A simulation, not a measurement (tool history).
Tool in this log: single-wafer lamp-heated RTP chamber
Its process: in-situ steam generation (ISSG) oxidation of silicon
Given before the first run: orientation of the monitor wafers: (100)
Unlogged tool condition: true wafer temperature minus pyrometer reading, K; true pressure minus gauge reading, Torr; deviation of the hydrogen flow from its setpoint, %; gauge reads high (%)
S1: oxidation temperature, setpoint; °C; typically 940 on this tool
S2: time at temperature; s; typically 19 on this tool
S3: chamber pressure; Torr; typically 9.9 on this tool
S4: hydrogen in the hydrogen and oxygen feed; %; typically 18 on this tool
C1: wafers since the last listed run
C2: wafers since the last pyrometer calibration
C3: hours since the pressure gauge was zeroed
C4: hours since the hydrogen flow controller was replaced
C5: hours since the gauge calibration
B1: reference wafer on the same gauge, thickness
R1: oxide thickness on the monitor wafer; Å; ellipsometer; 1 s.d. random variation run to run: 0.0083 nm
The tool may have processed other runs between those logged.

run	day	S1	S2	S3	S4	C1	C2	C3	C4	C5	B1	R1
1	0.000	940	19	9.9	14	0	2794	3127.4	4520.2	381.5	3.610	39.30
# day 0.621: pyrometer window cleaned and pyrometer calibrated
2	1.362	940	19	9.9	14	266	191	3160.1	4552.9	414.2	3.611	38.47
3	1.962	940	19	9.9	18	155	347	3174.5	4567.3	428.6	3.610	40.55
4	5.388	940	19	9.9	18	888	1235	3256.7	4649.5	510.8	3.612	40.90
5	6.742	940	19	9.9	18	351	1587	3289.2	4682.0	543.3	3.610	41.15
6	7.258	940	19	9.9	18	134	1721	3301.6	4694.4	555.7	3.612	41.10
7	8.267	940	22	8.7	18	261	1982	3325.8	4718.6	579.9	3.607	44.46
8	9.538	940	14	9.9	18	329	2312	3356.3	4749.1	610.4	3.612	36.50
9	10.458	940	14	9.9	18	238	2551	3378.4	4771.2	632.5	3.611	36.57
10	11.371	940	14	9.9	18	236	2788	3400.3	4793.1	654.4	3.613	36.52
11	11.967	940	19	9.9	18	154	2942	3414.6	4807.4	668.7	3.610	41.42
12	12.671	940	19	9.9	18	182	3125	3431.5	4824.3	685.6	3.611	41.29
# day 13.758: pyrometer window cleaned and pyrometer calibrated
13	15.108	940	19	9.9	18	545	350	3490.0	4882.8	744.1	3.609	40.58
14	16.071	940	19	9.9	18	249	600	3513.1	4905.9	767.2	3.609	40.61
# day 16.879: gauge calibrated
15	18.221	946	19	9.9	18	557	1157	3564.7	4957.5	32.2	3.612	41.79
16	20.571	940	19	8.5	18	609	1767	3621.1	5013.9	88.6	3.610	41.94
17	21.158	958	23	9.9	18	152	1919	3635.2	5028.0	102.7	3.610	47.17
# day 21.708: hydrogen flow controller replaced
18	22.246	940	19	9.9	18	195	2115	3661.3	12.9	128.8	3.609	41.21

Run 19 is up next; what results do you expect?
19	22.812	940	19	9.9	11	146	2262	3674.9	26.5	142.4	?	?

Run 19 gave B1 3.610, R1 37.32 Å.
Without the tool's hidden state the same run would have given R1 36.40 Å.
